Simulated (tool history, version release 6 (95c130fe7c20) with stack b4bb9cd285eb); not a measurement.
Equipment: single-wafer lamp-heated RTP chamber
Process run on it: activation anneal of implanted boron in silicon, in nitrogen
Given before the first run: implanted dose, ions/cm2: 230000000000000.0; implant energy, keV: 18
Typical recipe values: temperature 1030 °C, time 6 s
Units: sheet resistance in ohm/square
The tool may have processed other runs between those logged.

run,day,temperature,time,wafers since the last listed run,wafers since the last pyrometer calibration,wafers since the reflector plate was cleaned,hours since the gauge calibration,"read-back reference wafer on the same gauge, sheet resistance",sheet resistance
1,0,1030,6,0,5923,5923,168.9,352.14,423.13
2,0.454,1030,6,102,6025,6025,179.8,352.06,423.13
3,0.771,1030,6,71,6097,6097,187.4,352.32,423.98
4,1.383,1030,6,138,6235,6235,202.1,352.7,423.76
5,1.762,1030,6,85,6320,6320,211.2,352.86,424.34
6,2.333,1030,4,128,6449,6449,224.9,353.23,425.68
7,2.683,1030,4,78,6528,6528,233.3,353.04,424.78
8,3.033,1030,6,78,6607,6607,241.7,353.24,425.43
9,3.588,1044,5,124,6731,6731,255,353.5,425.52
# day 3.733: gauge calibrated
10,3.988,1044,5,90,6822,6822,6.1,351.45,422.54
# day 4.592: reflector plate cleaned
11,4.696,1030,6,84,6906,23,23.1,351.38,421.43
12,5.312,1030,6,138,7045,162,37.9,351.63,423.52
13,5.6,1002,8,64,7110,227,44.8,351.69,428.1
14,5.879,1003,3,62,7173,290,51.5,351.43,430.55
15,6.392,1030,6,115,7288,405,63.8,351.66,423.8
16,6.967,1049,4,129,7418,535,77.6,351.6,421.12
17,7.379,1030,6,92,7511,628,87.5,351.92,422.21
# day 7.992: pyrometer window cleaned and pyrometer calibrated
18,8.012,1050,6,67,4,695,102.7,351.88,421.43
19,8.45,1059,5,98,102,794,113.2,351.88,421.47
20,9.129,1030,5,153,255,947,129.5,352.2,423.55
21,9.838,1012,9,159,415,1107,146.5,352.38,425.9
22,10.733,1030,8,201,617,1309,168,352.53,423.2
23,11.258,1042,3,118,735,1427,180.6,352.94,423.42
24,11.933,1016,5,152,887,1579,196.8,353.03,426.83
25,12.25,1030,6,71,959,1650,204.4,353.35,425.75

Below, some changes in sheet resistance between adjacent runs. For each, the amount present without the hidden state too (settings, incoming material, random variation) and the amount remaining for the hidden state with gauge scatter not shared by both compared results:
The tool's hidden condition here consists of: true wafer temperature minus pyrometer reading, K; wafer temperature error from the tarnished reflector plate, K; gauge reads high (%).
Run 8 -> 9: temperature 1030 -> 1044, time 6 -> 5. sheet resistance +0.09 ohm/square: hidden state +0.32, all else -0.23.
Run 9 -> 10: gauge calibrated. sheet resistance -2.98 ohm/square: hidden state -2.44, all else -0.54.
Run 12 -> 13: temperature 1030 -> 1002, time 6 -> 8. sheet resistance +4.58 ohm/square: hidden state +0.04, all else +4.54.
Run 14 -> 15: temperature 1003 -> 1030, time 3 -> 6. sheet resistance -6.75 ohm/square: hidden state +0.06, all else -6.81.
